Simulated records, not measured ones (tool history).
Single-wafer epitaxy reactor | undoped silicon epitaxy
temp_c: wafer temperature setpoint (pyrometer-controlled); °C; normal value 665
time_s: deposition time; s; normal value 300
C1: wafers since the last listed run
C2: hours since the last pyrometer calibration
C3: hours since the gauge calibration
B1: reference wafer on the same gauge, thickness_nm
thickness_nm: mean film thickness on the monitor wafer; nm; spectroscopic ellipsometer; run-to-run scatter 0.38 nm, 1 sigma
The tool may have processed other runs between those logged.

Run 1, hour 0: usual settings but time_s 259 s; C1 0; C2 890.8; C3 1477.7; B1 62.895. Result: thickness_nm 58.72 nm.
Run 2, hour 37: usual settings but temp_c 662 °C, time_s 280 s; C1 157; C2 927.8; C3 1514.7; B1 62.948. Result: thickness_nm 59.453 nm.
Run 3, hour 94.1: usual settings; C1 243; C2 984.9; C3 1571.8; B1 63.093. Result: thickness_nm 66.884 nm.
Run 4, hour 143.4: usual settings; C1 210; C2 1034.2; C3 1621.1; B1 62.971. Result: thickness_nm 67.583 nm.
At hour 161.5: pyrometer calibrated.
Run 5, hour 197.1: usual settings; C1 194; C2 35.6; C3 1674.8; B1 63.027. Result: thickness_nm 70.22 nm.
Run 6, hour 221.2: usual settings; C1 102; C2 59.7; C3 1698.9; B1 62.977. Result: thickness_nm 70.805 nm.
Run 7, hour 291.1: usual settings but time_s 266 s; C1 297; C2 129.6; C3 1768.8; B1 63.093. Result: thickness_nm 62.545 nm.
Run 8, hour 328.9: usual settings but time_s 266 s; C1 161; C2 167.4; C3 1806.6; B1 63.016. Result: thickness_nm 61.767 nm.
Run 9, hour 389.4: usual settings; C1 257; C2 227.9; C3 1867.1; B1 62.947. Result: thickness_nm 71.002 nm.
Run 10, hour 450.9: usual settings; C1 262; C2 289.4; C3 1928.6; B1 62.923. Result: thickness_nm 70.453 nm.
Run 11, hour 659.6: usual settings; C1 889; C2 498.1; C3 2137.3; B1 63.047. Result: thickness_nm 69.99 nm.
Run 12, hour 726.4: usual settings but temp_c 656 °C; C1 284; C2 564.9; C3 2204.1; B1 63.011. Result: thickness_nm 57.542 nm.
Run 13, hour 764.7: usual settings but temp_c 656 °C; C1 163; C2 603.2; C3 2242.4; B1 62.932. Result: thickness_nm 57.453 nm.
Run 14, hour 816: usual settings but temp_c 673 °C, time_s 325 s; C1 218; C2 654.5; C3 2293.7; B1 63.08. Result: thickness_nm 88.833 nm.
Run 15, hour 861.6: usual settings but temp_c 673 °C, time_s 325 s; C1 194; C2 700.1; C3 2339.3; B1 62.912. Result: thickness_nm 88.293 nm.
Run 16, hour 921.2: usual settings but temp_c 673 °C, time_s 325 s; C1 254; C2 759.7; C3 2398.9; B1 62.98. Result: thickness_nm 87.265 nm.
Run 17, hour 954: usual settings; C1 139; C2 792.5; C3 2431.7; B1 62.986. Result: thickness_nm 68.929 nm.
At hour 986.1: pyrometer calibrated.
At hour 1012.2: gauge calibrated.
Run 18, hour 1018.6: usual settings but temp_c 673 °C, time_s 325 s; C1 241; C2 32.5; C3 6.4; B1 62.88. Result: thickness_nm 85.261 nm.
Run 19, hour 1053.4: usual settings but temp_c 661 °C, time_s 271 s; C1 148; C2 67.3; C3 41.2; B1 62.956. Result: thickness_nm 55.131 nm.
Run 20, hour 1092.4: usual settings but temp_c 657 °C, time_s 263 s; C1 166; C2 106.3; C3 80.2; B1 63.03. Result: thickness_nm 49.755 nm.
Run 21, hour 1137: usual settings but temp_c 674 °C, time_s 248 s; C1 190; C2 150.9; C3 124.8; B1 62.947. Result: thickness_nm 66.299 nm.
Run 22, hour 1208.1: usual settings; C1 303; C2 222; C3 195.9; B1 62.998. Result: thickness_nm 66.765 nm.
Run 23, hour 1254.5: usual settings; C1 197; C2 268.4; C3 242.3; B1 63.061. Result: thickness_nm 65.874 nm.
Run 24, hour 1314.3: usual settings; C1 254; C2 328.2; C3 302.1; B1 63.056. Result: thickness_nm 66.357 nm.
Run 25, hour 1362.4: usual settings but temp_c 669 °C, time_s 317 s; C1 205; C2 376.3; C3 350.2; B1 62.936. Result: thickness_nm 76.335 nm.
At hour 1425.1: pyrometer calibrated, repeated, since the last time left the tool worse.
Run 26, hour 1432.4: usual settings but temp_c 654 °C, time_s 316 s; C1 264; C2 7.3; C3 420.2; B1 63.008. Result: thickness_nm 59.245 nm.
Run 27, hour 1497.8: usual settings but temp_c 678 °C, time_s 342 s; C1 278; C2 72.7; C3 485.6; B1 63.047. Result: thickness_nm 105.126 nm.
Run 28, hour 1547.7: usual settings but time_s 266 s; C1 212; C2 122.6; C3 535.5; B1 62.946. Result: thickness_nm 62.153 nm.
Run 29, hour 1619.4: usual settings but temp_c 669 °C; C1 305; C2 194.3; C3 607.2; B1 63.031. Result: thickness_nm 76.512 nm.
Run 30, hour 1652: usual settings but temp_c 670 °C, time_s 336 s; C1 138; C2 226.9; C3 639.8; B1 63.013. Result: thickness_nm 86.833 nm.
Run 31, hour 1689.2: usual settings; C1 158; C2 264.1; C3 677; B1 62.993. Result: thickness_nm 70.562 nm.
Run 32, hour 1797.9: usual settings but temp_c 656 °C; C1 463; C2 372.8; C3 785.7; B1 63.059. Result: thickness_nm 58.497 nm.
Run 33, hour 1859.2: usual settings but temp_c 673 °C, time_s 330 s; C1 261; C2 434.1; C3 847; B1 63.005. Result: thickness_nm 90.481 nm.
Run 34, hour 1903.9: usual settings but temp_c 673 °C, time_s 340 s; C1 190; C2 478.8; C3 891.7; B1 62.975. Result: thickness_nm 93.986 nm.
Run 35, hour 1938.2: usual settings but temp_c 655 °C, time_s 243 s; C1 146; C2 513.1; C3 926; B1 63.01. Result: thickness_nm 45.341 nm.

4 ways to go on from here, each from the tool as it stands after run 35. What would each give?
Run A, hour 1938.7: usual settings; C1 2; C2 513.6; C3 926.5; B1 ?. Result: thickness_nm ?.
Run B, hour 1938.7: usual settings but temp_c 671 °C, time_s 356 s; C1 2; C2 513.6; C3 926.5; B1 ?. Result: thickness_nm ?.
Run C, hour 1938.7: usual settings but temp_c 673 °C; C1 2; C2 513.6; C3 926.5; B1 ?. Result: thickness_nm ?.
Run D, hour 1938.7: usual settings but temp_c 658 °C; C1 2; C2 513.6; C3 926.5; B1 ?. Result: thickness_nm ?.

run      B1  thickness_nm
  A  63.074        69.966
  B  63.074            94
  C  63.074        82.532
  D  63.074        60.411
With no hidden state in the tool, these same runs would have given:
run  thickness_nm
  A        70.662
  B        94.925
  C         83.34
  D        61.021
